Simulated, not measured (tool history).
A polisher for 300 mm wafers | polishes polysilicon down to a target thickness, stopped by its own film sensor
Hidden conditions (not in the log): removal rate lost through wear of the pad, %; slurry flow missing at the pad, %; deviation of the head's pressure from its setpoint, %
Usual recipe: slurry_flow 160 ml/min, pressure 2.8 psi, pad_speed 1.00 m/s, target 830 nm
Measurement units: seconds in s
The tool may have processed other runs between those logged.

run,hour,slurry_flow,pressure,pad_speed,target,wafers since the last listed run,wafers polished on this pad,hours since the slurry nozzle was cleaned,hours since the head pressure was calibrated,"incoming thickness of the incoming film, nm",seconds
1,0.0,160,3.5,1.00,830,0,320,608.8,673.1,1460.5,58.2
2,11.2,160,3.5,1.00,830,150,470,620.0,684.3,1458.2,57.2
# hour 30.2: worn pad replaced by a new one
3,30.7,160,2.8,1.00,830,207,6,639.5,703.8,1437.8,67.9
4,42.7,160,2.8,1.00,911,160,167,651.5,715.8,1433.7,58.7
5,53.6,160,2.8,1.00,911,146,313,662.4,726.7,1438.9,60.2
6,64.5,160,2.8,1.00,911,146,459,673.3,737.6,1430.8,59.1
7,73.3,160,3.0,1.00,830,117,577,682.1,746.4,1432.8,65.8
8,87.4,160,3.0,1.00,830,188,766,696.2,760.5,1433.4,67.1
# hour 94.1: worn pad replaced by a new one
9,97.9,160,3.0,1.00,830,87,50,706.7,771.0,1423.7,62.8
# hour 101.0: slurry nozzle cleaned
# hour 111.2: head pressure recalibrated
10,111.7,160,2.8,1.12,830,144,195,10.7,0.5,1423.4,60.2
11,121.6,160,2.8,1.12,830,132,327,20.6,10.4,1417.2,60.6
12,130.7,160,2.8,1.12,830,121,449,29.7,19.5,1456.8,65.0
13,137.6,160,3.6,1.00,830,92,542,36.6,26.4,1434.5,55.8
# hour 153.8: worn pad replaced by a new one
14,154.4,160,3.6,1.00,830,171,8,53.4,43.2,1464.6,54.1
15,162.0,160,2.8,1.00,830,101,110,61.0,50.8,1440.2,68.5
16,176.3,130,3.1,1.34,893,191,302,75.3,65.1,1444.1,43.1
17,191.9,120,2.8,1.00,830,209,511,90.9,80.7,1436.0,74.0
18,198.1,160,2.8,0.72,721,83,594,97.1,86.9,1428.2,112.9
19,205.6,110,2.8,1.00,673,100,694,104.6,94.4,1451.0,98.6
# hour 216.6: worn pad replaced by a new one
20,218.6,160,1.9,1.00,830,120,26,117.6,107.4,1456.0,102.8
21,234.8,105,2.8,1.00,830,217,243,133.8,123.6,1441.1,75.9
22,240.9,160,3.1,1.00,830,81,325,139.9,129.7,1411.2,57.8
23,249.0,160,2.8,1.16,830,108,433,148.0,137.8,1455.8,63.1
24,259.8,145,2.8,1.00,976,144,578,158.8,148.6,1418.0,51.6
25,269.1,160,2.8,1.00,830,124,703,168.1,157.9,1427.7,69.8
# hour 275.9: worn pad replaced by a new one
26,284.5,160,2.8,1.00,830,152,114,183.5,173.3,1435.4,66.3
27,292.2,105,2.8,1.00,695,103,217,191.2,181.0,1451.8,94.7
28,302.0,160,2.8,0.68,830,131,349,201.0,190.8,1409.4,98.4

Across each entry between runs, compare the hidden state at the last listed run before it with the hidden state at the first listed run after it:
Between runs 2 and 3: worn pad replaced by a new one (hour 30.2)
  removal rate lost through wear of the pad, %: 2.5 -> 0.877
  what was measured, less what the result would be without the hidden state, seconds: +1.4 -> +0.6 s
Between runs 8 and 9: worn pad replaced by a new one (hour 94.1)
  removal rate lost through wear of the pad, %: 7.1 -> 1.3
  what was measured, less what the result would be without the hidden state, seconds: +4.8 -> +0.8 s
Between runs 9 and 10: slurry nozzle cleaned (hour 101.0); head pressure recalibrated (hour 111.2)
  removal rate lost through wear of the pad, %: 1.3 -> 1.86
  what was measured, less what the result would be without the hidden state, seconds: +0.8 -> +1.1 s
Between runs 13 and 14: worn pad replaced by a new one (hour 153.8)
  removal rate lost through wear of the pad, %: 4.86 -> 0.13
  what was measured, less what the result would be without the hidden state, seconds: +2.7 -> +0.1 s
Between runs 19 and 20: worn pad replaced by a new one (hour 216.6)
  removal rate lost through wear of the pad, %: 5.24 -> 1.18
  what was measured, less what the result would be without the hidden state, seconds: +5.2 -> +1.2 s
Between runs 25 and 26: worn pad replaced by a new one (hour 275.9)
  removal rate lost through wear of the pad, %: 6.41 -> 1.12
  what was measured, less what the result would be without the hidden state, seconds: +4.5 -> +0.7 s
